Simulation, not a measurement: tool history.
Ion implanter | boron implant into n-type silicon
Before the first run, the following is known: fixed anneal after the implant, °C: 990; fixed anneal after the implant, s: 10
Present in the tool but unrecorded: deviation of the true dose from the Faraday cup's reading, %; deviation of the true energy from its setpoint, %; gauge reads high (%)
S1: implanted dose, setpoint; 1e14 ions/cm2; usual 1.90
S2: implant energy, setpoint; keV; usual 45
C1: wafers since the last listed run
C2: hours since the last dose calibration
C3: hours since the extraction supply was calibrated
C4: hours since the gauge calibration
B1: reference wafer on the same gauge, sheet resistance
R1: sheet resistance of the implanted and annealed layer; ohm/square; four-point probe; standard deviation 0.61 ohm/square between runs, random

run,hour,S1,S2,C1,C2,C3,C4,B1,R1
1,0.0,1.90,45,0,1942.6,3845.0,204.9,327.08,417.83
2,35.3,1.90,45,1130,1977.9,3880.3,240.2,326.96,418.07
3,54.4,1.71,45,611,1997.0,3899.4,259.3,326.97,448.87
4,74.1,1.71,45,630,2016.7,3919.1,279.0,327.12,449.15
5,164.8,1.71,45,2903,2107.4,4009.8,369.7,327.05,449.61
6,182.5,1.90,45,566,2125.1,4027.5,387.4,326.85,418.97
# hour 206.6: extraction supply calibrated
# hour 209.9: Faraday cup replaced and dose calibrated
7,210.4,1.90,45,532,0.5,3.8,415.3,326.81,405.30
8,230.8,1.90,45,653,20.9,24.2,435.7,327.05,406.31

Run 9 has not been measured yet. What should we expect?
# hour 246.8: gauge calibrated
9,247.4,1.65,39,531,37.5,40.8,0.6,?,?

{"run 9": {"B1": 327.11, "R1": 457.22}}
Had the tool carried no hidden state, the very same run would have given R1 457.61 ohm/square.
